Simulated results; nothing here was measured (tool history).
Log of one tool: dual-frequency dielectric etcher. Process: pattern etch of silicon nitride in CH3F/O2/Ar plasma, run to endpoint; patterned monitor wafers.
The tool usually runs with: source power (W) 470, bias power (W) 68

| run | day | source power (W) | bias power (W) | wafers since the last listed run | hours since the last wet clean | hours since the last source power generator calibration | hours since the last bias power generator calibration | hours since the last upper electrode change | incoming incoming film thickness, nm | endpoint time (s) |
|---|---|---|---|---|---|---|---|---|---|---|
| 1 | 0.000 | 470 | 68 | 0 | 311.1 | 4383.3 | 2410.5 | 4011.5 | 32.21 | 45.5 |
| 2 | 0.717 | 470 | 68 | 116 | 328.3 | 4400.5 | 2427.7 | 4028.7 | 32.18 | 45.3 |
| 3 | 1.358 | 470 | 68 | 104 | 343.7 | 4415.9 | 2443.1 | 4044.1 | 32.05 | 45.1 |
| 4 | 1.846 | 470 | 68 | 79 | 355.4 | 4427.6 | 2454.8 | 4055.8 | 31.99 | 44.5 |
|  | 2.925 | wet clean of the chamber |
| 5 | 2.946 | 470 | 68 | 16 | 0.5 | 4454.0 | 2481.2 | 4082.2 | 32.15 | 45.7 |
| 6 | 2.962 | 470 | 68 | 2 | 0.9 | 4454.4 | 2481.6 | 4082.6 | 32.26 | 45.3 |
| 7 | 2.975 | 470 | 68 | 2 | 1.2 | 4454.7 | 2481.9 | 4082.9 | 32.37 | 45.3 |
| 8 | 3.279 | 470 | 68 | 49 | 8.5 | 4462.0 | 2489.2 | 4090.2 | 31.74 | 44.4 |
| 9 | 3.675 | 470 | 68 | 64 | 18.0 | 4471.5 | 2498.7 | 4099.7 | 32.12 | 45.2 |
|  | 4.279 | source power generator calibrated |
| 10 | 4.396 | 540 | 74 | 90 | 35.3 | 2.8 | 2516.0 | 4117.0 | 32.09 | 41.9 |
| 11 | 5.083 | 520 | 75 | 112 | 51.8 | 19.3 | 2532.5 | 4133.5 | 32.75 | 41.9 |
|  | 5.888 | bias power generator calibrated |
|  | 6.496 | upper electrode replaced |
| 12 | 7.150 | 390 | 68 | 210 | 101.4 | 68.9 | 30.3 | 15.7 | 32.21 | 48.4 |
| 13 | 7.796 | 370 | 68 | 105 | 116.9 | 84.4 | 45.8 | 31.2 | 32.25 | 49.2 |
| 14 | 8.521 | 430 | 60 | 118 | 134.3 | 101.8 | 63.2 | 48.6 | 32.09 | 49.5 |
| 15 | 8.775 | 420 | 73 | 41 | 140.4 | 107.9 | 69.3 | 54.7 | 32.22 | 45.7 |
| 16 | 9.325 | 360 | 84 | 89 | 153.6 | 121.1 | 82.5 | 67.9 | 32.27 | 44.8 |
| 17 | 9.629 | 590 | 68 | 49 | 160.9 | 128.4 | 89.8 | 75.2 | 32.12 | 41.9 |

What was the tool's hidden state at every run in the log?
etch rate over this chamber's usual, %: 0 in every run
source power that arrives over what is set, %: 0 in every run
bias power that arrives over what is set, %: 0 in every run

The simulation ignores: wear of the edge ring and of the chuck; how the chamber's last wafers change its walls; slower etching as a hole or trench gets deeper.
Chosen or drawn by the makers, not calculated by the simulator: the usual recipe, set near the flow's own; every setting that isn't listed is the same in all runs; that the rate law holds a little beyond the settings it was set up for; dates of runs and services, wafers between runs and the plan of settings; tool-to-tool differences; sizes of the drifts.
